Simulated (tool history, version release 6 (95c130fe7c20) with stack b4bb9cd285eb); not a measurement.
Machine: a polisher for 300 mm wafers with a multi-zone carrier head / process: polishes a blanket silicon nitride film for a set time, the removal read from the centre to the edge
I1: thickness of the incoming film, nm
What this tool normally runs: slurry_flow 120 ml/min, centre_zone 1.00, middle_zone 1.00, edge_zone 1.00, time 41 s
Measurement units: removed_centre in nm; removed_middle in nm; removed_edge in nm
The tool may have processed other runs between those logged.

Run 1, hour 0.0: usual settings; I1 791.7. Result: removed_centre 75.7 nm, removed_middle 78.1 nm, removed_edge 85.6 nm.
Run 2, hour 14.4: usual settings; I1 766.6. Result: removed_centre 75.6 nm, removed_middle 76.9 nm, removed_edge 84.1 nm.
Run 3, hour 27.7: usual settings but edge_zone 1.03; I1 775.1. Result: removed_centre 72.9 nm, removed_middle 76.6 nm, removed_edge 86.3 nm.
Run 4, hour 35.3: usual settings; I1 781.5. Result: removed_centre 74.9 nm, removed_middle 74.6 nm, removed_edge 80.6 nm.
Run 5, hour 44.7: usual settings; I1 787.4. Result: removed_centre 72.4 nm, removed_middle 72.1 nm, removed_edge 81.5 nm.
At hour 49.9: edge zone pressure recalibrated.
Run 6, hour 52.0: usual settings; I1 781.4. Result: removed_centre 71.8 nm, removed_middle 74.6 nm, removed_edge 79.7 nm.
At hour 64.5: carrier head's membrane replaced by a new one.
Run 7, hour 69.5: usual settings but edge_zone 0.91; I1 776.3. Result: removed_centre 69.6 nm, removed_middle 70.7 nm, removed_edge 75.3 nm.
Run 8, hour 85.3: usual settings but slurry_flow 145 ml/min, middle_zone 1.03, edge_zone 1.05, time 37 s; I1 769.1. Result: removed_centre 67.8 nm, removed_middle 69.5 nm, removed_edge 76.3 nm.
Run 9, hour 97.1: usual settings; I1 779.0. Result: removed_centre 67.5 nm, removed_middle 68.2 nm, removed_edge 75.0 nm.
At hour 103.0: slurry nozzle cleaned.
At hour 105.0: worn pad replaced by a new one.
At hour 107.7: centre zone pressure recalibrated.
Run 10, hour 108.2: usual settings but centre_zone 1.12, edge_zone 0.97, time 29 s; I1 774.0. Result: removed_centre 77.6 nm, removed_middle 67.7 nm, removed_edge 67.0 nm.
Run 11, hour 119.4: usual settings but slurry_flow 100 ml/min, time 34 s; I1 775.9. Result: removed_centre 74.5 nm, removed_middle 73.3 nm, removed_edge 76.5 nm.
Run 12, hour 133.0: usual settings but centre_zone 1.12; I1 781.3. Result: removed_centre 105.2 nm, removed_middle 91.6 nm, removed_edge 94.2 nm.
Run 13, hour 150.4: usual settings; I1 789.8. Result: removed_centre 90.3 nm, removed_middle 89.5 nm, removed_edge 91.9 nm.
Run 14, hour 161.8: usual settings but slurry_flow 135 ml/min; I1 794.0. Result: removed_centre 93.0 nm, removed_middle 90.5 nm, removed_edge 90.8 nm.

4 options for the next run, each taken on its own from the tool as it stands now. Forecast them:
Run A, hour 162.2: usual settings but edge_zone 1.11; I1 775.2. Result: removed_centre ?, removed_middle ?, removed_edge ?.
Run B, hour 162.2: usual settings but edge_zone 0.96, time 46 s; I1 775.2. Result: removed_centre ?, removed_middle ?, removed_edge ?.
Run C, hour 162.2: usual settings but centre_zone 0.91, edge_zone 0.92; I1 775.2. Result: removed_centre ?, removed_middle ?, removed_edge ?.
Run D, hour 162.2: usual settings but slurry_flow 155 ml/min, centre_zone 0.95, middle_zone 0.88, time 32 s; I1 775.2. Result: removed_centre ?, removed_middle ?, removed_edge ?.

run  removed_centre  removed_middle  removed_edge
  A            88.3            85.6          93.3
  B            99.1            96.1          98.1
  C            80.9            85.7          85.9
  D            71.2            64.5          73.0
The same runs, with their run-to-run variation unchanged, on a tool lacking any hidden condition would have given:
run  removed_centre  removed_middle  removed_edge
  A           102.0            98.2         105.1
  B           114.5           110.2         110.6
  C            93.5            98.2          96.8
  D            81.0            73.0          81.7
